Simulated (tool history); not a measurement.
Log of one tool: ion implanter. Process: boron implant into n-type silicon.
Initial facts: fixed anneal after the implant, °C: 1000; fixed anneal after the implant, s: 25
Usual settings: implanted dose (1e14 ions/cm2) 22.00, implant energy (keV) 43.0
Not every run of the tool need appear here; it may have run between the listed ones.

run     day  implanted dose (1e14 ions/cm2)  implant energy (keV)  read-back reference wafer on the same gauge, sheet resistance  sheet resistance of the implanted and annealed layer (ohm/square)
  1   0.000                           23.35                  43.0                                                          50.66                                                              58.82
  2   3.321                           23.35                  43.0                                                          50.67                                                              58.78
  3   5.608                           17.96                  43.0                                                          50.65                                                              71.51
      9.233  -- gauge calibrated
  4  10.046                           17.96                  43.0                                                          50.65                                                              71.68
     11.125  -- Faraday cup replaced and dose calibrated
  5  11.912                           17.96                  43.0                                                          50.54                                                              71.64
  6  14.992                           23.55                  50.5                                                          50.61                                                              57.61
  7  17.825                           23.55                  50.5                                                          50.61                                                              57.61
  8  19.642                           23.55                  50.5                                                          50.62                                                              57.17
  9  22.338                           19.52                  43.0                                                          50.59                                                              66.70
 10  25.417                           22.00                  46.5                                                          50.67                                                              60.75
 11  28.004                           22.00                  37.5                                                          50.61                                                              62.70
     38.167  -- Faraday cup replaced and dose calibrated
 12  40.246                           22.00                  43.0                                                          50.45                                                              60.96
     43.004  -- gauge calibrated
 13  43.433                           22.00                  35.0                                                          50.55                                                              63.10
 14  47.183                           26.53                  51.0                                                          50.64                                                              52.87
     49.629  -- extraction supply calibrated
 15  49.796                           23.74                  50.0                                                          50.56                                                              57.37
 16  51.912                           24.58                  43.0                                                          50.50                                                              56.91
 17  53.725                           22.00                  43.0                                                          50.60                                                              60.83
 18  56.558                           22.00                  38.0                                                          50.75                                                              62.64
 19  58.288                           22.00                  43.0                                                          50.62                                                              61.78
 20  59.892                           23.35                  43.0                                                          50.60                                                              58.90
 21  63.250                           18.35                  36.0                                                          50.56                                                              71.67
     66.058  -- Faraday cup replaced and dose calibrated
 22  67.621                           22.00                  38.5                                                          50.61                                                              62.10
 23  70.083                           25.08                  37.0                                                          50.64                                                              58.12
 24  73.371                           16.96                  37.5                                                          50.65                                                              75.53
 25  75.212                           16.23                  33.5                                                          50.73                                                              79.05

Forecast each of these 5 alternatives for the next run:
  A  75.229                           27.23                  43.0                                                              ?                                                                  ?
  B  75.229                           19.80                  35.5                                                              ?                                                                  ?
  C  75.229                           25.23                  28.5                                                              ?                                                                  ?
  D  75.229                           18.48                  57.5                                                              ?                                                                  ?
  E  75.229                           24.58                  48.0                                                              ?                                                                  ?

run  read-back reference wafer on the same gauge, sheet resistance  sheet resistance of the implanted and annealed layer (ohm/square)
  A                                                          50.55                                                              53.29
  B                                                          50.55                                                              67.93
  C                                                          50.55                                                              61.12
  D                                                          50.55                                                              68.49
  E                                                          50.55                                                              56.08
The same runs, with their run-to-run variation unchanged, on a tool lacking any hidden condition would have given:
run  sheet resistance of the implanted and annealed layer (ohm/square)
  A                                                              53.29
  B                                                              67.93
  C                                                              61.12
  D                                                              68.49
  E                                                              56.08

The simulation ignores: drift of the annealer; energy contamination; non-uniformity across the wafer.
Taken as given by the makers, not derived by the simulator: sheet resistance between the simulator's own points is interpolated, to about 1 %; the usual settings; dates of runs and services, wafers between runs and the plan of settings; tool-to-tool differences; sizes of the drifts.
